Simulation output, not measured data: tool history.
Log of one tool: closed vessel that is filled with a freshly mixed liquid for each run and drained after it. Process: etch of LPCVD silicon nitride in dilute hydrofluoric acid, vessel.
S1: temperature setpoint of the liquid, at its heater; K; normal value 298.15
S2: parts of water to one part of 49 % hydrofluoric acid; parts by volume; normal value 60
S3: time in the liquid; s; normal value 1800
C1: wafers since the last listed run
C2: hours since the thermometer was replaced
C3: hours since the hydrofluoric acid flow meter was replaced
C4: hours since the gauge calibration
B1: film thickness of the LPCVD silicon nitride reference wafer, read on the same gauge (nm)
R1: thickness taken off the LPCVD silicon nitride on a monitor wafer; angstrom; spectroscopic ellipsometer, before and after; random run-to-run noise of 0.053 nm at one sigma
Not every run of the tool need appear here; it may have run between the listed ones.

run 1 day=0 | S1=298.15 S2=60 S3=1800 | C1=0 C2=182.7 C3=1049.8 C4=195.2 | B1=29.99 | R1=146.4
run 2 day=2.625 | S1=298.15 S2=60 S3=1800 | C1=3249 C2=245.7 C3=1112.8 C4=258.2 | B1=30.01 | R1=146.4
run 3 day=3.892 | S1=298.15 S2=60 S3=1800 | C1=1568 C2=276.1 C3=1143.2 C4=288.6 | B1=30.02 | R1=146.7
run 4 day=5.3 | S1=298.15 S2=60 S3=1800 | C1=1743 C2=309.9 C3=1177 C4=322.4 | B1=30.01 | R1=146
run 5 day=6.704 | S1=298.15 S2=40 S3=1800 | C1=1738 C2=343.6 C3=1210.7 C4=356.1 | B1=29.97 | R1=217.8
run 6 day=7.942 | S1=298.15 S2=40 S3=1800 | C1=1532 C2=373.3 C3=1240.4 C4=385.8 | B1=30.01 | R1=216.6
run 7 day=9.996 | S1=294.65 S2=60 S3=1800 | C1=2543 C2=422.6 C3=1289.7 C4=435.1 | B1=29.96 | R1=114.6
run 8 day=10.508 | S1=294.65 S2=60 S3=1800 | C1=634 C2=434.9 C3=1302 C4=447.4 | B1=29.98 | R1=115.2
run 9 day=11.942 | S1=298.15 S2=60 S3=1800 | C1=1774 C2=469.3 C3=1336.4 C4=481.8 | B1=30.01 | R1=145
run 10 day=12.733 | S1=298.15 S2=60 S3=1800 | C1=980 C2=488.3 C3=1355.4 C4=500.8 | B1=30 | R1=144.8
-- day=13.504 gauge calibrated
run 11 day=14.3 | S1=298.15 S2=60 S3=1800 | C1=1939 C2=525.9 C3=1393 C4=19.1 | B1=30.01 | R1=145.9
run 12 day=15.079 | S1=298.15 S2=60 S3=1800 | C1=964 C2=544.6 C3=1411.7 C4=37.8 | B1=30 | R1=144.3
run 13 day=15.596 | S1=298.15 S2=60 S3=2270 | C1=639 C2=557 C3=1424.1 C4=50.2 | B1=29.98 | R1=183.1
run 14 day=18.208 | S1=298.15 S2=40 S3=1080 | C1=3234 C2=619.7 C3=1486.8 C4=112.9 | B1=29.98 | R1=127.9
run 15 day=19.05 | S1=298.15 S2=50 S3=1375 | C1=1041 C2=639.9 C3=1507 C4=133.1 | B1=30.01 | R1=131.6
-- day=19.308 thermometer replaced
run 16 day=20.371 | S1=298.15 S2=60 S3=1800 | C1=1583 C2=25.5 C3=1538.7 C4=164.8 | B1=30.02 | R1=144.2
run 17 day=20.888 | S1=293.65 S2=40 S3=2785 | C1=639 C2=37.9 C3=1551.1 C4=177.2 | B1=30.01 | R1=244.3
run 18 day=21.896 | S1=298.15 S2=60 S3=1800 | C1=1248 C2=62.1 C3=1575.3 C4=201.4 | B1=29.99 | R1=144
run 19 day=22.992 | S1=300.65 S2=85 S3=2225 | C1=1356 C2=88.4 C3=1601.6 C4=227.7 | B1=30 | R1=147.6
run 20 day=23.938 | S1=299.65 S2=60 S3=1800 | C1=1170 C2=111.1 C3=1624.3 C4=250.4 | B1=30.03 | R1=158.5
-- day=24.133 hydrofluoric acid flow meter replaced
run 21 day=25.317 | S1=302.65 S2=70 S3=1515 | C1=1655 C2=144.2 C3=28.4 C4=283.5 | B1=30 | R1=146.5
run 22 day=28.896 | S1=301.15 S2=50 S3=2735 | C1=4430 C2=230.1 C3=114.3 C4=369.4 | B1=30 | R1=334.6
run 23 day=29.446 | S1=298.15 S2=60 S3=1800 | C1=680 C2=243.3 C3=127.5 C4=382.6 | B1=30.04 | R1=150.7
run 24 day=29.975 | S1=301.15 S2=60 S3=2365 | C1=655 C2=256 C3=140.2 C4=395.3 | B1=29.99 | R1=241.5
run 25 day=30.971 | S1=294.65 S2=30 S3=1800 | C1=1232 C2=279.9 C3=164.1 C4=419.2 | B1=30.01 | R1=232.4
run 26 day=31.875 | S1=298.15 S2=60 S3=1800 | C1=1119 C2=301.6 C3=185.8 C4=440.9 | B1=29.98 | R1=150.9
-- day=32.683 gauge calibrated
run 27 day=33.079 | S1=299.65 S2=60 S3=1800 | C1=1490 C2=330.5 C3=214.7 C4=9.5 | B1=29.97 | R1=166.7
run 28 day=33.862 | S1=302.65 S2=60 S3=1800 | C1=969 C2=349.3 C3=233.5 C4=28.3 | B1=30 | R1=201.8
run 29 day=34.562 | S1=298.15 S2=45 S3=1800 | C1=866 C2=366.1 C3=250.3 C4=45.1 | B1=30.01 | R1=199.4
run 30 day=35.6 | S1=296.15 S2=60 S3=2350 | C1=1284 C2=391 C3=275.2 C4=70 | B1=29.99 | R1=171.5
run 31 day=36.788 | S1=298.15 S2=60 S3=1800 | C1=1470 C2=419.5 C3=303.7 C4=98.5 | B1=29.99 | R1=150.1

5 options for the next run, each taken on its own from the tool as it stands now. Forecast them:
run A day=36.833 | S1=298.15 S2=80 S3=1800 | C1=56 C2=420.6 C3=304.8 C4=99.6 | B1=? | R1=?
run B day=36.833 | S1=293.65 S2=80 S3=1055 | C1=56 C2=420.6 C3=304.8 C4=99.6 | B1=? | R1=?
run C day=36.833 | S1=295.65 S2=60 S3=2535 | C1=56 C2=420.6 C3=304.8 C4=99.6 | B1=? | R1=?
run D day=36.833 | S1=302.15 S2=70 S3=1160 | C1=56 C2=420.6 C3=304.8 C4=99.6 | B1=? | R1=?
run E day=36.833 | S1=298.15 S2=60 S3=1025 | C1=56 C2=420.6 C3=304.8 C4=99.6 | B1=? | R1=?

run=A B1=30.02 R1=111.9
run=B B1=30.02 R1=48.5
run=C B1=30.02 R1=177
run=D B1=30.02 R1=106.8
run=E B1=30.02 R1=84.7
With the hidden condition removed and each run's random variation left untouched, the same runs would have given:
run=A R1=113.9
run=B R1=49.3
run=C R1=180
run=D R1=108.7
run=E R1=86.1

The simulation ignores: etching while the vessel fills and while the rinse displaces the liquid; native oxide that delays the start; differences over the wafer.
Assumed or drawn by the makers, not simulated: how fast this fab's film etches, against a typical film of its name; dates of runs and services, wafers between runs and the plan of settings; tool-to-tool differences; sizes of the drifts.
